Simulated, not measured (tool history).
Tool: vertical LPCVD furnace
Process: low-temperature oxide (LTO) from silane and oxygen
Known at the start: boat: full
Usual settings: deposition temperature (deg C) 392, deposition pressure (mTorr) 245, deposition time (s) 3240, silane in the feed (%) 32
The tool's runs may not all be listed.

| run | hour | deposition temperature (deg C) | deposition pressure (mTorr) | deposition time (s) | silane in the feed (%) | wafers since the last listed run | hours since the last temperature calibration | hours since the pressure gauge was zeroed | hours since the silane flow controller was replaced | hours since the gauge calibration | read-back reference wafer on the same gauge, thickness | film thickness on the monitor wafer in the middle of the boat (angstrom) |
|---|---|---|---|---|---|---|---|---|---|---|---|---|
| 1 | 0 | 387 | 245 | 3240 | 32 | 0 | 3467.1 | 1823.7 | 4557.6 | 208.5 | 371.46 | 4153 |
| 2 | 30.7 | 387 | 245 | 3240 | 32 | 621 | 3497.8 | 1854.4 | 4588.3 | 239.2 | 370.85 | 4163.9 |
| 3 | 66 | 400 | 245 | 3240 | 32 | 714 | 3533.1 | 1889.7 | 4623.6 | 274.5 | 371.15 | 4846.8 |
| 4 | 95.6 | 392 | 245 | 3240 | 28 | 598 | 3562.7 | 1919.3 | 4653.2 | 304.1 | 371.15 | 3618.1 |
| 5 | 111.8 | 392 | 245 | 3240 | 28 | 327 | 3578.9 | 1935.5 | 4669.4 | 320.3 | 370.78 | 3637.3 |
| 6 | 144 | 392 | 245 | 3240 | 32 | 651 | 3611.1 | 1967.7 | 4701.6 | 352.5 | 371.12 | 4421.8 |
|  | 186.7 | thermocouples replaced and temperature profile calibrated |
| 7 | 187.2 | 392 | 245 | 3240 | 32 | 388 | 0.5 | 2010.9 | 4744.8 | 395.7 | 371.22 | 4438.8 |
| 8 | 191.1 | 392 | 245 | 3240 | 32 | 78 | 4.4 | 2014.8 | 4748.7 | 399.6 | 371.06 | 4441.3 |
| 9 | 211.7 | 392 | 285 | 3240 | 32 | 416 | 25 | 2035.4 | 4769.3 | 420.2 | 371.07 | 5105.9 |
| 10 | 238.5 | 382 | 260 | 3660 | 37 | 542 | 51.8 | 2062.2 | 4796.1 | 447 | 370.76 | 5755.1 |
| 11 | 258.9 | 392 | 245 | 3240 | 32 | 412 | 72.2 | 2082.6 | 4816.5 | 467.4 | 370.76 | 4446.1 |
|  | 261.2 | gauge calibrated |
| 12 | 350.6 | 392 | 245 | 3240 | 32 | 1855 | 163.9 | 2174.3 | 4908.2 | 89.4 | 371.01 | 4469.1 |
|  | 382.5 | silane flow controller replaced |
|  | 389.4 | pressure gauge zeroed |
| 13 | 389.9 | 397 | 245 | 4350 | 29 | 171 | 203.2 | 0.5 | 7.4 | 128.7 | 370.73 | 5188.5 |
| 14 | 394.9 | 383 | 245 | 3240 | 32 | 101 | 208.2 | 5.5 | 12.4 | 133.7 | 370.86 | 3784.2 |
| 15 | 421.9 | 392 | 245 | 3240 | 36 | 546 | 235.2 | 32.5 | 39.4 | 160.7 | 371.09 | 4960.4 |
| 16 | 499.1 | 392 | 245 | 3240 | 29 | 1562 | 312.4 | 109.7 | 116.6 | 237.9 | 371.19 | 3650.3 |
| 17 | 514.2 | 398 | 200 | 2370 | 34 | 305 | 327.5 | 124.8 | 131.7 | 253 | 371.45 | 2940.5 |
| 18 | 538.3 | 392 | 245 | 3240 | 28 | 487 | 351.6 | 148.9 | 155.8 | 277.1 | 370.93 | 3465 |

5 ways to go on from here, each from the tool as it stands after run 18. What would each give?
| A | 542.3 | 392 | 245 | 3240 | 35 | 80 | 355.6 | 152.9 | 159.8 | 281.1 | ? | ? |
| B | 542.3 | 381 | 295 | 3240 | 35 | 80 | 355.6 | 152.9 | 159.8 | 281.1 | ? | ? |
| C | 542.3 | 389 | 245 | 4410 | 27 | 80 | 355.6 | 152.9 | 159.8 | 281.1 | ? | ? |
| D | 542.3 | 380 | 245 | 3240 | 28 | 80 | 355.6 | 152.9 | 159.8 | 281.1 | ? | ? |
| E | 542.3 | 380 | 210 | 3240 | 30 | 80 | 355.6 | 152.9 | 159.8 | 281.1 | ? | ? |

| run | read-back reference wafer on the same gauge, thickness | film thickness on the monitor wafer in the middle of the boat (angstrom) |
|---|---|---|
| A | 371.06 | 4757.9 |
| B | 371.06 | 5016.2 |
| C | 371.06 | 4265.8 |
| D | 371.06 | 2954.3 |
| E | 371.06 | 2815.6 |
Without the tool's hidden state the same runs would have given:
| run | film thickness on the monitor wafer in the middle of the boat (angstrom) |
|---|---|
| A | 4760.6 |
| B | 5018.6 |
| C | 4268.2 |
| D | 2955.9 |
| E | 2817.4 |

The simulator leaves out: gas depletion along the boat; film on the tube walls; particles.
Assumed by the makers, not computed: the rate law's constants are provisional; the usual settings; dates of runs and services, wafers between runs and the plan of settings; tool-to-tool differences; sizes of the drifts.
